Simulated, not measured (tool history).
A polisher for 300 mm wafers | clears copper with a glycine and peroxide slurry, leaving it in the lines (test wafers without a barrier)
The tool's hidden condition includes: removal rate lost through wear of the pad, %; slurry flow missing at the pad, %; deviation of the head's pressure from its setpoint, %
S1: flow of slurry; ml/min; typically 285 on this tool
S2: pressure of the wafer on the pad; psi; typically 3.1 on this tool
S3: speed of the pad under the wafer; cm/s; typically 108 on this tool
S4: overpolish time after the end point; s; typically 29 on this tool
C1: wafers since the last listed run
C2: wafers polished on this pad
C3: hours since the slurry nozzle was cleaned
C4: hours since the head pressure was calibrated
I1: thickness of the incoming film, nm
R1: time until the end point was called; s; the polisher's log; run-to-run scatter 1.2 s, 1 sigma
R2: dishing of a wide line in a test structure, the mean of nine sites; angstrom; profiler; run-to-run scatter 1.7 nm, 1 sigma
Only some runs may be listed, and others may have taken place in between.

run 1 hour=0.0 | S1=285 S2=3.1 S3=82 S4=29 | C1=0 C2=153 C3=446.2 C4=840.4 | I1=627.5 | R1=127.1 R2=768
run 2 hour=39.7 | S1=285 S2=3.1 S3=82 S4=29 | C1=299 C2=453 C3=485.9 C4=880.1 | I1=621.6 | R1=126.9 R2=756
run 3 hour=73.6 | S1=285 S2=3.1 S3=82 S4=29 | C1=255 C2=709 C3=519.8 C4=914.0 | I1=613.4 | R1=126.4 R2=734
run 4 hour=101.7 | S1=285 S2=3.1 S3=120 S4=29 | C1=211 C2=921 C3=547.9 C4=942.1 | I1=622.4 | R1=98.5 R2=866
-- hour=133.1 worn pad replaced by a new one
run 5 hour=135.2 | S1=285 S2=3.1 S3=120 S4=29 | C1=222 C2=15 C3=581.4 C4=975.6 | I1=617.9 | R1=87.8 R2=933
run 6 hour=170.9 | S1=345 S2=3.1 S3=108 S4=29 | C1=269 C2=285 C3=617.1 C4=1011.3 | I1=610.8 | R1=96.5 R2=892
run 7 hour=186.9 | S1=345 S2=3.1 S3=108 S4=29 | C1=120 C2=405 C3=633.1 C4=1027.3 | I1=621.9 | R1=101.0 R2=859
run 8 hour=219.8 | S1=285 S2=3.1 S3=108 S4=29 | C1=248 C2=654 C3=666.0 C4=1060.2 | I1=619.9 | R1=102.3 R2=888
run 9 hour=233.2 | S1=285 S2=3.1 S3=108 S4=29 | C1=101 C2=755 C3=679.4 C4=1073.6 | I1=624.9 | R1=104.8 R2=882
run 10 hour=249.9 | S1=285 S2=3.1 S3=108 S4=29 | C1=125 C2=881 C3=696.1 C4=1090.3 | I1=625.7 | R1=108.4 R2=843
run 11 hour=267.6 | S1=285 S2=3.1 S3=108 S4=29 | C1=133 C2=1014 C3=713.8 C4=1108.0 | I1=626.3 | R1=110.9 R2=822
run 12 hour=293.3 | S1=285 S2=3.1 S3=92 S4=29 | C1=193 C2=1208 C3=739.5 C4=1133.7 | I1=624.2 | R1=124.0 R2=770
-- hour=305.7 worn pad replaced by a new one
run 13 hour=315.8 | S1=285 S2=3.1 S3=92 S4=29 | C1=139 C2=76 C3=762.0 C4=1156.2 | I1=612.3 | R1=110.5 R2=830
run 14 hour=335.1 | S1=285 S2=3.1 S3=108 S4=29 | C1=145 C2=221 C3=781.3 C4=1175.5 | I1=608.9 | R1=96.2 R2=855
run 15 hour=362.8 | S1=285 S2=3.1 S3=108 S4=29 | C1=208 C2=430 C3=809.0 C4=1203.2 | I1=626.2 | R1=103.0 R2=838
run 16 hour=378.0 | S1=285 S2=3.1 S3=108 S4=29 | C1=114 C2=545 C3=824.2 C4=1218.4 | I1=626.2 | R1=104.0 R2=870
run 17 hour=395.2 | S1=285 S2=3.1 S3=108 S4=29 | C1=129 C2=675 C3=841.4 C4=1235.6 | I1=619.1 | R1=103.0 R2=843
-- hour=406.2 slurry nozzle cleaned
run 18 hour=412.1 | S1=205 S2=3.4 S3=108 S4=29 | C1=119 C2=795 C3=5.9 C4=1252.5 | I1=624.5 | R1=97.7 R2=902
run 19 hour=443.0 | S1=285 S2=3.1 S3=122 S4=29 | C1=233 C2=1028 C3=36.8 C4=1283.4 | I1=626.6 | R1=98.8 R2=909
run 20 hour=473.2 | S1=385 S2=3.1 S3=108 S4=24 | C1=227 C2=1256 C3=67.0 C4=1313.6 | I1=628.9 | R1=107.9 R2=727
-- hour=480.1 worn pad replaced by a new one, of another model than before
run 21 hour=499.1 | S1=195 S2=4.0 S3=96 S4=29 | C1=165 C2=143 C3=92.9 C4=1339.5 | I1=614.6 | R1=90.1 R2=932

The next listed run, before its measurement:
run 22 hour=527.9 | S1=285 S2=3.1 S3=108 S4=29 | C1=217 C2=360 C3=121.7 C4=1368.3 | I1=617.4 | R1=? R2=?

For run 22 the tool returned R1 99.5 s, R2 852 angstrom.
Without the tool's hidden state the same run would have given R1 95.6 s, R2 873 angstrom.

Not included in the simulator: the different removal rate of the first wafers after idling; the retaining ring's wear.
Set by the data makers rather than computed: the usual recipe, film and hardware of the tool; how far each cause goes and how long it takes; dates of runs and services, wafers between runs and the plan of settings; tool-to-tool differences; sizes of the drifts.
